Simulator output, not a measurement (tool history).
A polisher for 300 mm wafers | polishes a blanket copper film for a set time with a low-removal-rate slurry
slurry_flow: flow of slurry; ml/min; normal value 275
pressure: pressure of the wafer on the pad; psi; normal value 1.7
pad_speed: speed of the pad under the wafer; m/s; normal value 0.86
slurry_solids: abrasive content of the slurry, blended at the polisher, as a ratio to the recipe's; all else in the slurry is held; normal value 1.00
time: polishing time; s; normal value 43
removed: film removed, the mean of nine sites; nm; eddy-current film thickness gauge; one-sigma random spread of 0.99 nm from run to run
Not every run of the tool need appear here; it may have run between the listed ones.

run	hour	slurry_flow	pressure	pad_speed	slurry_solids	time	wafers since the last listed run	wafers polished on this pad	hours since the slurry nozzle was cleaned	hours since the head pressure was calibrated	hours since the slurry blender was calibrated	incoming thickness of the incoming film, nm	removed
1	0.0	275	1.7	1.08	1.00	43	0	283	566.2	222.6	10.5	672.5	92.3
2	9.4	275	1.7	1.08	1.00	43	86	370	575.6	232.0	19.9	683.7	90.2
3	18.5	275	1.7	1.08	1.00	43	83	454	584.7	241.1	29.0	686.4	92.1
4	35.6	275	1.7	0.86	1.00	54	157	612	601.8	258.2	46.1	677.5	91.0
5	42.6	275	1.7	0.86	1.00	54	64	677	608.8	265.2	53.1	692.6	94.9
6	53.1	275	1.4	0.94	1.00	43	96	773	619.3	275.7	63.6	671.4	69.8
7	61.7	275	1.4	0.94	1.00	43	79	853	627.9	284.3	72.2	685.6	70.2
8	79.6	275	1.4	0.94	1.00	43	165	1018	645.8	302.2	90.1	685.2	70.6
9	87.5	325	1.5	0.86	1.00	43	72	1091	653.7	310.1	98.0	682.2	68.0
10	100.8	325	1.5	0.86	1.00	43	122	1214	667.0	323.4	111.3	688.8	68.3
# hour 120.6: worn pad replaced by a new one
11	128.0	275	1.7	0.86	1.00	43	214	68	694.2	350.6	138.5	668.3	74.1
12	141.1	275	1.7	0.86	1.00	43	120	189	707.3	363.7	151.6	686.1	73.0
13	148.7	275	1.7	0.86	1.00	43	70	259	714.9	371.3	159.2	678.3	74.4
14	166.0	275	1.7	0.86	1.00	43	159	419	732.2	388.6	176.5	680.2	75.7
15	183.5	275	1.9	0.86	1.25	33	161	580	749.7	406.1	194.0	671.7	65.9
# hour 195.2: head pressure recalibrated
16	200.6	275	1.7	0.86	0.90	43	139	719	766.8	5.4	211.1	681.0	71.3
# hour 207.5: slurry blender recalibrated
17	215.3	240	1.3	0.86	0.90	43	117	837	781.5	20.1	7.8	684.4	60.7
18	232.3	275	1.7	0.86	1.00	43	156	993	798.5	37.1	24.8	679.7	73.2
19	246.0	275	1.7	0.86	0.90	52	126	1120	812.2	50.8	38.5	673.3	85.0
20	260.0	310	1.7	1.00	1.00	43	129	1249	826.2	64.8	52.5	686.2	85.4
# hour 261.0: slurry nozzle cleaned
21	268.2	215	2.2	0.86	1.00	43	66	1315	7.2	73.0	60.7	675.9	86.1
# hour 272.5: worn pad replaced by a new one
22	276.2	275	1.3	0.86	1.00	43	36	33	15.2	81.0	68.7	688.7	62.1
23	292.3	275	2.1	0.86	1.00	43	148	182	31.3	97.1	84.8	689.2	85.4
24	309.0	275	1.7	0.74	1.00	43	154	336	48.0	113.8	101.5	685.0	63.3
25	325.3	275	1.9	0.86	1.00	43	150	486	64.3	130.1	117.8	677.6	78.7
26	335.7	275	1.7	0.86	1.00	43	95	582	74.7	140.5	128.2	687.6	71.2
27	350.9	275	1.7	0.86	1.00	43	140	723	89.9	155.7	143.4	689.6	73.6
28	362.4	215	1.7	0.86	1.00	28	106	829	101.4	167.2	154.9	693.4	47.2
29	377.9	275	1.7	1.00	1.20	36	143	972	116.9	182.7	170.4	664.9	73.8
30	388.5	215	1.7	0.86	1.20	29	97	1069	127.5	193.3	181.0	675.9	50.9

Branching from run 30: 5 alternative next runs. What would each branch give?
A	388.9	275	1.2	0.86	1.00	43	3	1073	127.9	193.7	181.4	673.1	?
B	388.9	220	1.7	0.86	0.85	43	3	1073	127.9	193.7	181.4	673.1	?
C	388.9	215	1.7	0.94	1.20	47	3	1073	127.9	193.7	181.4	673.1	?
D	388.9	230	1.7	0.86	1.00	49	3	1073	127.9	193.7	181.4	673.1	?
E	388.9	275	1.7	0.72	0.85	43	3	1073	127.9	193.7	181.4	673.1	?

run	removed
A	58.7
B	68.7
C	88.6
D	81.6
E	58.8
With no hidden state in the tool, these same runs would have given:
run	removed
A	58.7
B	68.7
C	88.6
D	81.6
E	58.8
